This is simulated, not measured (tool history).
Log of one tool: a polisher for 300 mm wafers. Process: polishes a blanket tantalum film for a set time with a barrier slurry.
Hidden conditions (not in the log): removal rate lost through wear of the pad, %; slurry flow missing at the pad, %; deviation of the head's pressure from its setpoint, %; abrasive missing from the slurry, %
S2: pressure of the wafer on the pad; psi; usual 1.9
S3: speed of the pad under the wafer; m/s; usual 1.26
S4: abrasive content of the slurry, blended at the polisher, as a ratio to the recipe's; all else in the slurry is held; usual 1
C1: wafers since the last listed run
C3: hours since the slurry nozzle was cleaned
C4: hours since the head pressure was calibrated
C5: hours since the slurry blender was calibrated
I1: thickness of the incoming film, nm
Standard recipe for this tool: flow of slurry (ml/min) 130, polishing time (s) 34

{"run": 1, "day": 0.0, "flow of slurry (ml/min)": 130, "S2": 1.9, "S3": 1.26, "S4": 1, "polishing time (s)": 34, "C1": 0, "wafers polished on this pad": 206, "C3": 101.3, "C4": 425.3, "C5": 32, "I1": 221.5, "film removed (angstrom)": 609}
{"run": 2, "day": 0.362, "flow of slurry (ml/min)": 130, "S2": 1.9, "S3": 1.26, "S4": 1, "polishing time (s)": 34, "C1": 100, "wafers polished on this pad": 306, "C3": 110, "C4": 434, "C5": 40.7, "I1": 218.8, "film removed (angstrom)": 603}
{"run": 3, "day": 0.746, "flow of slurry (ml/min)": 130, "S2": 1.9, "S3": 1.26, "S4": 1, "polishing time (s)": 34, "C1": 105, "wafers polished on this pad": 412, "C3": 119.2, "C4": 443.2, "C5": 49.9, "I1": 220.7, "film removed (angstrom)": 595}
{"run": 4, "day": 1.454, "flow of slurry (ml/min)": 130, "S2": 1.9, "S3": 1.26, "S4": 1.1, "polishing time (s)": 30, "C1": 195, "wafers polished on this pad": 608, "C3": 136.2, "C4": 460.2, "C5": 66.9, "I1": 220.9, "film removed (angstrom)": 534}
{"run": 5, "day": 2.204, "flow of slurry (ml/min)": 130, "S2": 1.9, "S3": 1.26, "S4": 1.1, "polishing time (s)": 30, "C1": 207, "wafers polished on this pad": 815, "C3": 154.2, "C4": 478.2, "C5": 84.9, "I1": 224.8, "film removed (angstrom)": 522}
{"day": 3.279, "done": "worn pad replaced by a new one"}
{"run": 6, "day": 4.275, "flow of slurry (ml/min)": 130, "S2": 1.9, "S3": 1.26, "S4": 1.1, "polishing time (s)": 30, "C1": 526, "wafers polished on this pad": 275, "C3": 203.9, "C4": 527.9, "C5": 134.6, "I1": 216.7, "film removed (angstrom)": 513}
{"run": 7, "day": 4.75, "flow of slurry (ml/min)": 130, "S2": 2.4, "S3": 1.26, "S4": 1, "polishing time (s)": 34, "C1": 131, "wafers polished on this pad": 407, "C3": 215.3, "C4": 539.3, "C5": 146, "I1": 215.4, "film removed (angstrom)": 710}
{"run": 8, "day": 5.025, "flow of slurry (ml/min)": 130, "S2": 2.4, "S3": 1.26, "S4": 1, "polishing time (s)": 34, "C1": 76, "wafers polished on this pad": 483, "C3": 221.9, "C4": 545.9, "C5": 152.6, "I1": 220.2, "film removed (angstrom)": 704}
{"run": 9, "day": 5.683, "flow of slurry (ml/min)": 130, "S2": 2.4, "S3": 1.26, "S4": 1, "polishing time (s)": 34, "C1": 181, "wafers polished on this pad": 665, "C3": 237.7, "C4": 561.7, "C5": 168.4, "I1": 220.7, "film removed (angstrom)": 701}
{"day": 6.067, "done": "slurry nozzle cleaned"}
{"day": 6.254, "done": "slurry blender recalibrated"}
{"run": 10, "day": 6.275, "flow of slurry (ml/min)": 130, "S2": 2.2, "S3": 1.26, "S4": 1, "polishing time (s)": 34, "C1": 128, "wafers polished on this pad": 794, "C3": 5, "C4": 575.9, "C5": 0.5, "I1": 217.1, "film removed (angstrom)": 723}
{"run": 11, "day": 6.6, "flow of slurry (ml/min)": 130, "S2": 1.9, "S3": 1.26, "S4": 1, "polishing time (s)": 34, "C1": 89, "wafers polished on this pad": 883, "C3": 12.8, "C4": 583.7, "C5": 8.3, "I1": 219.7, "film removed (angstrom)": 626}
{"day": 7.196, "done": "worn pad replaced by a new one"}
{"run": 12, "day": 7.275, "flow of slurry (ml/min)": 130, "S2": 1.9, "S3": 1.26, "S4": 1, "polishing time (s)": 34, "C1": 140, "wafers polished on this pad": 21, "C3": 29, "C4": 599.9, "C5": 24.5, "I1": 216.1, "film removed (angstrom)": 611}
{"run": 13, "day": 9.017, "flow of slurry (ml/min)": 130, "S2": 1.9, "S3": 1.26, "S4": 1, "polishing time (s)": 34, "C1": 481, "wafers polished on this pad": 503, "C3": 70.8, "C4": 641.7, "C5": 66.3, "I1": 220.3, "film removed (angstrom)": 574}
{"run": 14, "day": 9.654, "flow of slurry (ml/min)": 130, "S2": 1.9, "S3": 1.26, "S4": 1, "polishing time (s)": 34, "C1": 176, "wafers polished on this pad": 679, "C3": 86.1, "C4": 657, "C5": 81.6, "I1": 216.9, "film removed (angstrom)": 579}
{"run": 15, "day": 10.3, "flow of slurry (ml/min)": 130, "S2": 2.4, "S3": 0.88, "S4": 0.75, "polishing time (s)": 34, "C1": 178, "wafers polished on this pad": 858, "C3": 101.6, "C4": 672.5, "C5": 97.1, "I1": 221.1, "film removed (angstrom)": 504}
{"day": 10.7, "done": "worn pad replaced by a new one"}
{"run": 16, "day": 10.829, "flow of slurry (ml/min)": 155, "S2": 1.9, "S3": 1.26, "S4": 1, "polishing time (s)": 34, "C1": 100, "wafers polished on this pad": 36, "C3": 114.3, "C4": 685.2, "C5": 109.8, "I1": 219.3, "film removed (angstrom)": 569}
{"run": 17, "day": 12.496, "flow of slurry (ml/min)": 115, "S2": 1.9, "S3": 1.44, "S4": 1, "polishing time (s)": 34, "C1": 460, "wafers polished on this pad": 496, "C3": 154.3, "C4": 725.2, "C5": 149.8, "I1": 224.2, "film removed (angstrom)": 586}
{"run": 18, "day": 13.242, "flow of slurry (ml/min)": 160, "S2": 1.2, "S3": 1.26, "S4": 1.15, "polishing time (s)": 34, "C1": 206, "wafers polished on this pad": 703, "C3": 172.2, "C4": 743.1, "C5": 167.7, "I1": 220.9, "film removed (angstrom)": 369}
{"run": 19, "day": 13.85, "flow of slurry (ml/min)": 130, "S2": 1.9, "S3": 1.26, "S4": 1, "polishing time (s)": 34, "C1": 168, "wafers polished on this pad": 871, "C3": 186.8, "C4": 757.7, "C5": 182.3, "I1": 219.8, "film removed (angstrom)": 554}
{"run": 20, "day": 14.575, "flow of slurry (ml/min)": 130, "S2": 2.4, "S3": 1.4, "S4": 1.3, "polishing time (s)": 34, "C1": 200, "wafers polished on this pad": 1071, "C3": 204.2, "C4": 775.1, "C5": 199.7, "I1": 218.5, "film removed (angstrom)": 806}
{"day": 15.117, "done": "head pressure recalibrated"}
{"day": 15.146, "done": "slurry nozzle cleaned"}
{"day": 15.225, "done": "worn pad replaced by a new one"}
{"day": 15.225, "done": "slurry blender recalibrated"}
{"run": 21, "day": 15.3, "flow of slurry (ml/min)": 130, "S2": 1.9, "S3": 1.26, "S4": 1, "polishing time (s)": 34, "C1": 147, "wafers polished on this pad": 20, "C3": 3.7, "C4": 4.4, "C5": 1.8, "I1": 220, "film removed (angstrom)": 632}
{"run": 22, "day": 15.612, "flow of slurry (ml/min)": 130, "S2": 2.5, "S3": 1.38, "S4": 1, "polishing time (s)": 46, "C1": 86, "wafers polished on this pad": 106, "C3": 11.2, "C4": 11.9, "C5": 9.3, "I1": 219.3, "film removed (angstrom)": 1179}
{"run": 23, "day": 16.062, "flow of slurry (ml/min)": 130, "S2": 1.9, "S3": 1.26, "S4": 1, "polishing time (s)": 34, "C1": 124, "wafers polished on this pad": 231, "C3": 22, "C4": 22.7, "C5": 20.1, "I1": 217.8, "film removed (angstrom)": 621}
{"run": 24, "day": 16.383, "flow of slurry (ml/min)": 130, "S2": 1.4, "S3": 1.26, "S4": 1, "polishing time (s)": 34, "C1": 88, "wafers polished on this pad": 319, "C3": 29.7, "C4": 30.4, "C5": 27.8, "I1": 221, "film removed (angstrom)": 455}
{"run": 25, "day": 16.633, "flow of slurry (ml/min)": 155, "S2": 1.9, "S3": 1.26, "S4": 1, "polishing time (s)": 34, "C1": 69, "wafers polished on this pad": 389, "C3": 35.7, "C4": 36.4, "C5": 33.8, "I1": 216.5, "film removed (angstrom)": 623}
{"run": 26, "day": 16.979, "flow of slurry (ml/min)": 90, "S2": 1.6, "S3": 1.02, "S4": 1, "polishing time (s)": 34, "C1": 95, "wafers polished on this pad": 484, "C3": 44, "C4": 44.7, "C5": 42.1, "I1": 219.6, "film removed (angstrom)": 429}
{"day": 18.933, "done": "worn pad replaced by a new one"}
{"run": 27, "day": 19.067, "flow of slurry (ml/min)": 145, "S2": 1.9, "S3": 1.26, "S4": 1, "polishing time (s)": 34, "C1": 530, "wafers polished on this pad": 36, "C3": 94.1, "C4": 94.8, "C5": 92.2, "I1": 221, "film removed (angstrom)": 570}
{"run": 28, "day": 19.346, "flow of slurry (ml/min)": 130, "S2": 1.9, "S3": 1.26, "S4": 1, "polishing time (s)": 34, "C1": 77, "wafers polished on this pad": 113, "C3": 100.8, "C4": 101.5, "C5": 98.9, "I1": 222.2, "film removed (angstrom)": 564}

Each row is a separate what-if for the run after 28, all from the same tool condition, not one after another. Results?
{"run": "A", "day": 19.362, "flow of slurry (ml/min)": 130, "S2": 1.9, "S3": 1.26, "S4": 1, "polishing time (s)": 34, "C1": 4, "wafers polished on this pad": 118, "C3": 101.2, "C4": 101.9, "C5": 99.3, "I1": 220.8, "film removed (angstrom)": "?"}
{"run": "B", "day": 19.362, "flow of slurry (ml/min)": 130, "S2": 1.9, "S3": 1.54, "S4": 1, "polishing time (s)": 44, "C1": 4, "wafers polished on this pad": 118, "C3": 101.2, "C4": 101.9, "C5": 99.3, "I1": 220.8, "film removed (angstrom)": "?"}
{"run": "C", "day": 19.362, "flow of slurry (ml/min)": 130, "S2": 1.9, "S3": 1.26, "S4": 1.1, "polishing time (s)": 41, "C1": 4, "wafers polished on this pad": 118, "C3": 101.2, "C4": 101.9, "C5": 99.3, "I1": 220.8, "film removed (angstrom)": "?"}

run=A film_removed_(angstrom)=565
run=B film_removed_(angstrom)=829
run=C film_removed_(angstrom)=708
What these runs would have given with no unlogged condition in the tool:
run=A film_removed_(angstrom)=634
run=B film_removed_(angstrom)=930
run=C film_removed_(angstrom)=787
